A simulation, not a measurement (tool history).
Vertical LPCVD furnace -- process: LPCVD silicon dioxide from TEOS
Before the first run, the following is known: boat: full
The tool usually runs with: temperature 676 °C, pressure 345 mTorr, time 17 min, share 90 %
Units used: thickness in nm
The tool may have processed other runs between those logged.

run   hour  temperature  pressure  time  share  wafers since the last listed run  hours since the last temperature calibration  hours since the pressure gauge was zeroed  hours since the TEOS flow controller was replaced  hours since the gauge calibration  read-back reference wafer on the same gauge, thickness  thickness
  1      0          667       345    17     90                                 0                                          3676                                     1775.7                                             4925.9                              121.7                                                   84.53      74.54
      12.7  -- gauge calibrated
  2   15.9          667       345    17     90                               348                                        3691.9                                     1791.6                                             4941.8                                3.2                                                    84.6      74.75
  3     31          667       345    17     90                               330                                          3707                                     1806.7                                             4956.9                               18.3                                                   84.59      74.55
  4   39.6          681       345  18.5     90                               188                                        3715.6                                     1815.3                                             4965.5                               26.9                                                   84.62     114.17
  5   54.7          681       345  18.5     90                               330                                        3730.7                                     1830.4                                             4980.6                                 42                                                   84.61     114.39
      92.1  -- thermocouples replaced and temperature profile calibrated
     107.8  -- TEOS flow controller replaced
     117.9  -- pressure gauge zeroed
  6  118.4          676       345    21     90                               305                                          26.3                                        0.5                                               10.6                              105.7                                                   84.69     103.64
  7  121.5          676       345    21     90                                67                                          29.4                                        3.6                                               13.7                              108.8                                                   84.52     103.35
  8  124.6          676       345    21     90                                67                                          32.5                                        6.7                                               16.8                              111.9                                                   84.59     103.67
     125.6  -- gauge calibrated
  9  127.7          676       345    17     90                                67                                          35.6                                        9.8                                               19.9                                2.1                                                   84.62      83.77
 10  130.7          676       345    17     90                                65                                          38.6                                       12.8                                               22.9                                5.1                                                    84.6      83.78
 11  138.6          676       345    17     90                               172                                          46.5                                       20.7                                               30.8                                 13                                                   84.58      83.92
 12  150.1          676       345    17     90                               251                                            58                                       32.2                                               42.3                               24.5                                                   84.59      83.88
 13  159.7          685       395  18.5     81                               210                                          67.6                                       41.8                                               51.9                               34.1                                                   84.67     115.46
 14  169.5          676       345    17     90                               214                                          77.4                                       51.6                                               61.7                               43.9                                                   84.62      83.97
 15  190.5          676       285  11.5     90                               459                                          98.4                                       72.6                                               82.7                               64.9                                                   84.58      51.59
 16  197.8          676       370    17     90                               159                                         105.7                                       79.9                                                 90                               72.2                                                   84.67      87.22
 17  208.6          676       315  20.5     90                               236                                         116.5                                       90.7                                              100.8                                 83                                                   84.57      96.89
 18  217.9          670       280  12.5     96                               203                                         125.8                                        100                                              110.1                               92.3                                                   84.63      49.69
 19  232.7          676       375    17     76                               324                                         140.6                                      114.8                                              124.9                              107.1                                                   84.62      80.41

Predict each of these 5 candidate next runs independently; none follows another, all start after run 19:
     232.9  -- gauge calibrated
  A  235.9          676       345    17     73                                70                                         143.8                                        118                                              128.1                                  3                                                       ?          ?
     232.9  -- gauge calibrated
  B  235.9          686       420    19     84                                70                                         143.8                                        118                                              128.1                                  3                                                       ?          ?
     232.9  -- gauge calibrated
  C  235.9          684       345    20     90                                70                                         143.8                                        118                                              128.1                                  3                                                       ?          ?
     232.9  -- gauge calibrated
  D  235.9          676       345  19.5     73                                70                                         143.8                                        118                                              128.1                                  3                                                       ?          ?
     232.9  -- gauge calibrated
  E  235.9          686       285  22.5     97                                70                                         143.8                                        118                                              128.1                                  3                                                       ?          ?

run  read-back reference wafer on the same gauge, thickness  thickness
  A                                                   84.54      75.86
  B                                                   84.54     127.81
  C                                                   84.54      120.3
  D                                                   84.54      87.01
  E                                                   84.54     133.98
Had the tool no hidden state, the same runs would have come out as:
run  thickness
  A      75.28
  B     126.86
  C     119.41
  D      86.36
  E     132.98
